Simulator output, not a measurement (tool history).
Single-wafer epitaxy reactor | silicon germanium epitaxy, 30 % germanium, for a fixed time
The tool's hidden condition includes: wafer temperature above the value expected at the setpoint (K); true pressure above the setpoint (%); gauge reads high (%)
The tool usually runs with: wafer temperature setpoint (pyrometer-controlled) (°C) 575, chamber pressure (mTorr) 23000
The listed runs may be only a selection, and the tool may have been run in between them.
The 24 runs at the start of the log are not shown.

| run | hour | wafer temperature setpoint (pyrometer-controlled) (°C) | chamber pressure (mTorr) | wafers since the last listed run | hours since the last pyrometer calibration | hours since the last manometer calibration | hours since the showerhead was replaced | hours since the gauge calibration | read-back reference wafer on the same gauge, thickness_nm | mean film thickness on the monitor wafer (angstrom) |
|---|---|---|---|---|---|---|---|---|---|---|
|  | 1230.7 | capacitance manometer re-zeroed and calibrated |
| 25 | 1253.4 | 587 | 23000 | 600 | 518.0 | 22.7 | 494.7 | 469.4 | 35.901 | 477.65 |
| 26 | 1293.4 | 571 | 25400 | 575 | 558.0 | 62.7 | 534.7 | 509.4 | 35.905 | 343.14 |
| 27 | 1347.9 | 586 | 21000 | 784 | 612.5 | 117.2 | 589.2 | 563.9 | 35.915 | 453.04 |
| 28 | 1404.9 | 582 | 18300 | 820 | 669.5 | 174.2 | 646.2 | 620.9 | 35.893 | 400.29 |
| 29 | 1474.5 | 575 | 23000 | 1001 | 739.1 | 243.8 | 715.8 | 690.5 | 35.888 | 361.36 |
| 30 | 1541.9 | 575 | 23000 | 969 | 806.5 | 311.2 | 783.2 | 757.9 | 35.869 | 360.40 |
|  | 1572.8 | pyrometer calibrated |
| 31 | 1586.6 | 575 | 27100 | 528 | 13.8 | 355.9 | 827.9 | 802.6 | 35.903 | 382.60 |
| 32 | 1634.1 | 583 | 23000 | 683 | 61.3 | 403.4 | 875.4 | 850.1 | 35.888 | 432.24 |

Here are 5 independent what-if runs from the current tool condition. What would each one return?
| A | 1634.5 | 575 | 23000 | 5 | 61.7 | 403.8 | 875.8 | 850.5 | ? | ? |
| B | 1634.5 | 586 | 20700 | 5 | 61.7 | 403.8 | 875.8 | 850.5 | ? | ? |
| C | 1634.5 | 583 | 19000 | 5 | 61.7 | 403.8 | 875.8 | 850.5 | ? | ? |
| D | 1634.5 | 560 | 26100 | 5 | 61.7 | 403.8 | 875.8 | 850.5 | ? | ? |
| E | 1634.5 | 588 | 27400 | 5 | 61.7 | 403.8 | 875.8 | 850.5 | ? | ? |

| run | read-back reference wafer on the same gauge, thickness_nm | mean film thickness on the monitor wafer (angstrom) |
|---|---|---|
| A | 35.909 | 364.53 |
| B | 35.909 | 450.60 |
| C | 35.909 | 413.47 |
| D | 35.909 | 269.03 |
| E | 35.909 | 506.79 |
Without the tool's unlogged condition, the same runs would have read:
| run | mean film thickness on the monitor wafer (angstrom) |
|---|---|
| A | 367.50 |
| B | 454.26 |
| C | 416.84 |
| D | 271.22 |
| E | 510.91 |

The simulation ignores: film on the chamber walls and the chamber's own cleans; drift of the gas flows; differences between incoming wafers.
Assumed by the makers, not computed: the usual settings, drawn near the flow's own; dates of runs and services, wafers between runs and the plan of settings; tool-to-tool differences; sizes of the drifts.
